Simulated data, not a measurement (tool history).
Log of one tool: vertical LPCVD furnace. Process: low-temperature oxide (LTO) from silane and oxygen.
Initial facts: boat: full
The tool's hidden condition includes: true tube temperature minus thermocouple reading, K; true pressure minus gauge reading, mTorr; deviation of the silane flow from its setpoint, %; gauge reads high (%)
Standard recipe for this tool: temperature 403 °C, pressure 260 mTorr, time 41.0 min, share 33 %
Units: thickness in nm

run	hour	temperature	pressure	time	share	wafers since the last listed run	hours since the last temperature calibration	hours since the pressure gauge was zeroed	hours since the silane flow controller was replaced	hours since the gauge calibration	read-back reference wafer on the same gauge, thickness	thickness
1	0.0	403	260	41.0	33	0	1732.1	2561.9	2421.9	73.1	443.98	378.48
2	20.3	396	260	41.0	33	307	1752.4	2582.2	2442.2	93.4	443.94	348.52
3	39.5	399	260	41.0	33	291	1771.6	2601.4	2461.4	112.6	443.99	360.50
4	60.6	399	260	41.0	33	319	1792.7	2622.5	2482.5	133.7	443.78	360.64
5	75.2	406	260	41.0	29	221	1807.3	2637.1	2497.1	148.3	444.31	325.62
# hour 108.6: thermocouples replaced and temperature profile calibrated
# hour 126.8: silane flow controller replaced
6	127.3	406	260	41.0	29	150	18.7	2689.2	0.5	200.4	443.88	324.86
7	132.4	403	260	41.0	36	77	23.8	2694.3	5.6	205.5	444.18	424.98
8	137.6	403	260	41.0	36	78	29.0	2699.5	10.8	210.7	443.90	425.00
9	142.7	403	260	41.0	36	77	34.1	2704.6	15.9	215.8	444.19	423.58
10	147.9	396	215	41.0	33	78	39.3	2709.8	21.1	221.0	444.07	286.03
11	160.7	407	260	33.5	33	194	52.1	2722.6	33.9	233.8	443.89	323.12
12	175.4	403	260	32.5	27	222	66.8	2737.3	48.6	248.5	443.97	223.24
# hour 195.7: gauge calibrated
13	215.2	403	195	41.0	33	603	106.6	2777.1	88.4	19.5	444.23	279.76
# hour 249.6: pressure gauge zeroed
14	250.1	403	260	41.0	33	165	141.5	0.5	123.3	54.4	443.90	393.53
15	255.3	403	320	41.0	30	78	146.7	5.7	128.5	59.6	443.60	422.41
16	266.6	403	260	41.0	33	171	158.0	17.0	139.8	70.9	444.25	393.21
17	274.8	403	260	35.0	37	124	166.2	25.2	148.0	79.1	444.02	390.37
18	288.2	412	315	31.0	31	203	179.6	38.6	161.4	92.5	444.13	365.97
19	303.7	399	305	41.0	27	234	195.1	54.1	176.9	108.0	443.99	328.58
20	325.0	411	295	47.5	27	322	216.4	75.4	198.2	129.3	444.23	422.74

Give the tool's hidden conditions for every run:
true tube temperature minus thermocouple reading, K: 0 at every run
deviation of the silane flow from its setpoint, %: 0 at every run
gauge reads high (%): 0 at every run
H1: true pressure minus gauge reading, mTorr
run	H1
1	-8.7
2	-8.78
3	-8.86
4	-8.95
5	-9.01
6	-9.22
7	-9.24
8	-9.26
9	-9.28
10	-9.3
11	-9.35
12	-9.41
13	-9.58
14	1.25
15	1.23
16	1.19
17	1.15
18	1.1
19	1.04
20	0.949
